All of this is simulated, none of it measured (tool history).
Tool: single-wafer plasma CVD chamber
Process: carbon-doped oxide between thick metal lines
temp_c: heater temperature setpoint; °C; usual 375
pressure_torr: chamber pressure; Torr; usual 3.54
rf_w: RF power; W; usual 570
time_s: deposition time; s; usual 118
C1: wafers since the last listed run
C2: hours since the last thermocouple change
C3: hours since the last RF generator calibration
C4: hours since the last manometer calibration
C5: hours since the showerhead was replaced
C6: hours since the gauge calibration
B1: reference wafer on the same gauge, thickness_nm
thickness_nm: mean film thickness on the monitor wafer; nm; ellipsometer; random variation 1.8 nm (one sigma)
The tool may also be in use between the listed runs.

run 1 day=0 | temp_c=375 pressure_torr=3.54 rf_w=570 time_s=118 | C1=0 C2=1148.1 C3=1064.5 C4=1242.3 C5=2709.4 C6=1007.2 | B1=558.984 | thickness_nm=572.887
run 2 day=1.567 | temp_c=375 pressure_torr=3.54 rf_w=570 time_s=118 | C1=578 C2=1185.7 C3=1102.1 C4=1279.9 C5=2747 C6=1044.8 | B1=559.359 | thickness_nm=573.307
run 3 day=4.375 | temp_c=375 pressure_torr=3.54 rf_w=570 time_s=118 | C1=1036 C2=1253.1 C3=1169.5 C4=1347.3 C5=2814.4 C6=1112.2 | B1=559.312 | thickness_nm=576.277
run 4 day=6.029 | temp_c=375 pressure_torr=3.11 rf_w=570 time_s=118 | C1=610 C2=1292.8 C3=1209.2 C4=1387 C5=2854.1 C6=1151.9 | B1=559.475 | thickness_nm=563.732
run 5 day=9.942 | temp_c=375 pressure_torr=3.11 rf_w=570 time_s=118 | C1=1444 C2=1386.7 C3=1303.1 C4=1480.9 C5=2948 C6=1245.8 | B1=559.227 | thickness_nm=563.556
run 6 day=13.417 | temp_c=383 pressure_torr=3.54 rf_w=570 time_s=134 | C1=1282 C2=1470.1 C3=1386.5 C4=1564.3 C5=3031.4 C6=1329.2 | B1=558.757 | thickness_nm=635.31
run 7 day=16.854 | temp_c=378 pressure_torr=3.54 rf_w=570 time_s=118 | C1=1269 C2=1552.6 C3=1469 C4=1646.8 C5=3113.9 C6=1411.7 | B1=559.823 | thickness_nm=565.97
run 8 day=19.321 | temp_c=378 pressure_torr=3.54 rf_w=570 time_s=118 | C1=910 C2=1611.8 C3=1528.2 C4=1706 C5=3173.1 C6=1470.9 | B1=558.647 | thickness_nm=567.659
run 9 day=26.154 | temp_c=375 pressure_torr=3.54 rf_w=570 time_s=118 | C1=2522 C2=1775.8 C3=1692.2 C4=1870 C5=3337.1 C6=1634.9 | B1=558.994 | thickness_nm=564.488
-- day=28.217 showerhead replaced
run 10 day=29.288 | temp_c=375 pressure_torr=3.54 rf_w=570 time_s=118 | C1=1033 C2=1851 C3=1767.4 C4=1945.2 C5=25.7 C6=1710.1 | B1=558.94 | thickness_nm=565.703
run 11 day=33.079 | temp_c=375 pressure_torr=3.54 rf_w=570 time_s=118 | C1=1399 C2=1942 C3=1858.4 C4=2036.2 C5=116.7 C6=1801.1 | B1=558.816 | thickness_nm=561.427
run 12 day=37.104 | temp_c=375 pressure_torr=3.54 rf_w=570 time_s=118 | C1=1486 C2=2038.6 C3=1955 C4=2132.8 C5=213.3 C6=1897.7 | B1=559.454 | thickness_nm=564.209
run 13 day=38.746 | temp_c=386 pressure_torr=3.54 rf_w=570 time_s=118 | C1=606 C2=2078 C3=1994.4 C4=2172.2 C5=252.7 C6=1937.1 | B1=559.352 | thickness_nm=549.06
-- day=41.767 capacitance manometer re-zeroed and calibrated
run 14 day=41.788 | temp_c=375 pressure_torr=3.54 rf_w=570 time_s=118 | C1=999 C2=2151 C3=2067.4 C4=0.5 C5=325.7 C6=2010.1 | B1=558.688 | thickness_nm=561.41
-- day=44.346 gauge calibrated
run 15 day=44.588 | temp_c=365 pressure_torr=2.81 rf_w=640 time_s=98 | C1=1033 C2=2218.2 C3=2134.6 C4=67.7 C5=392.9 C6=5.8 | B1=558.448 | thickness_nm=490.552
run 16 day=46.671 | temp_c=384 pressure_torr=3.54 rf_w=535 time_s=134 | C1=769 C2=2268.2 C3=2184.6 C4=117.7 C5=442.9 C6=55.8 | B1=558.792 | thickness_nm=602.364
-- day=48.133 RF generator calibrated
run 17 day=54.796 | temp_c=363 pressure_torr=3.54 rf_w=570 time_s=124 | C1=2876 C2=2463.2 C3=159.9 C4=312.7 C5=637.9 C6=250.8 | B1=559.457 | thickness_nm=624.948
run 18 day=58.362 | temp_c=363 pressure_torr=2.86 rf_w=570 time_s=118 | C1=1316 C2=2548.8 C3=245.5 C4=398.3 C5=723.5 C6=336.4 | B1=560.102 | thickness_nm=584.473
run 19 day=61.329 | temp_c=388 pressure_torr=3.21 rf_w=530 time_s=133 | C1=1095 C2=2620 C3=316.7 C4=469.5 C5=794.7 C6=407.6 | B1=558.644 | thickness_nm=611.79
run 20 day=64.25 | temp_c=375 pressure_torr=3.54 rf_w=570 time_s=118 | C1=1078 C2=2690.1 C3=386.8 C4=539.6 C5=864.8 C6=477.7 | B1=558.784 | thickness_nm=578.607
run 21 day=66.404 | temp_c=375 pressure_torr=3.54 rf_w=570 time_s=118 | C1=795 C2=2741.8 C3=438.5 C4=591.3 C5=916.5 C6=529.4 | B1=559.103 | thickness_nm=578.549
-- day=68.754 thermocouple changed; heater temperature recalibrated
run 22 day=68.775 | temp_c=375 pressure_torr=3.54 rf_w=605 time_s=118 | C1=752 C2=0.5 C3=495.4 C4=648.2 C5=973.4 C6=586.3 | B1=559.34 | thickness_nm=594.605
run 23 day=74.512 | temp_c=375 pressure_torr=3.83 rf_w=570 time_s=118 | C1=2118 C2=138.2 C3=633.1 C4=785.9 C5=1111.1 C6=724 | B1=559.274 | thickness_nm=581.788
run 24 day=76.804 | temp_c=387 pressure_torr=3.54 rf_w=570 time_s=118 | C1=846 C2=193.2 C3=688.1 C4=840.9 C5=1166.1 C6=779 | B1=559.484 | thickness_nm=564.389
run 25 day=80.129 | temp_c=375 pressure_torr=3.54 rf_w=570 time_s=118 | C1=1227 C2=273 C3=767.9 C4=920.7 C5=1245.9 C6=858.8 | B1=558.094 | thickness_nm=577.319
run 26 day=86.175 | temp_c=363 pressure_torr=4.12 rf_w=675 time_s=124 | C1=2232 C2=418.1 C3=913 C4=1065.8 C5=1391 C6=1003.9 | B1=559.23 | thickness_nm=682.145
run 27 day=87.988 | temp_c=375 pressure_torr=3.54 rf_w=570 time_s=118 | C1=669 C2=461.6 C3=956.5 C4=1109.3 C5=1434.5 C6=1047.4 | B1=558.734 | thickness_nm=577.052
run 28 day=92.05 | temp_c=375 pressure_torr=2.72 rf_w=570 time_s=132 | C1=1499 C2=559.1 C3=1054 C4=1206.8 C5=1532 C6=1144.9 | B1=558.671 | thickness_nm=630.212
run 29 day=95.104 | temp_c=387 pressure_torr=3.54 rf_w=540 time_s=118 | C1=1127 C2=632.4 C3=1127.3 C4=1280.1 C5=1605.3 C6=1218.2 | B1=558.751 | thickness_nm=543.974

Forecast each of these 3 alternatives for the next run:
run A day=95.121 | temp_c=370 pressure_torr=3.54 rf_w=570 time_s=118 | C1=6 C2=632.8 C3=1127.7 C4=1280.5 C5=1605.7 C6=1218.6 | B1=? | thickness_nm=?
run B day=95.121 | temp_c=375 pressure_torr=4.07 rf_w=570 time_s=118 | C1=6 C2=632.8 C3=1127.7 C4=1280.5 C5=1605.7 C6=1218.6 | B1=? | thickness_nm=?
run C day=95.121 | temp_c=379 pressure_torr=3.54 rf_w=480 time_s=128 | C1=6 C2=632.8 C3=1127.7 C4=1280.5 C5=1605.7 C6=1218.6 | B1=? | thickness_nm=?

run=A B1=559.475 thickness_nm=579.915
run=B B1=559.475 thickness_nm=582.034
run=C B1=559.475 thickness_nm=569.363
Without the tool's hidden state the same runs would have given:
run=A thickness_nm=585.439
run=B thickness_nm=587.578
run=C thickness_nm=575.063
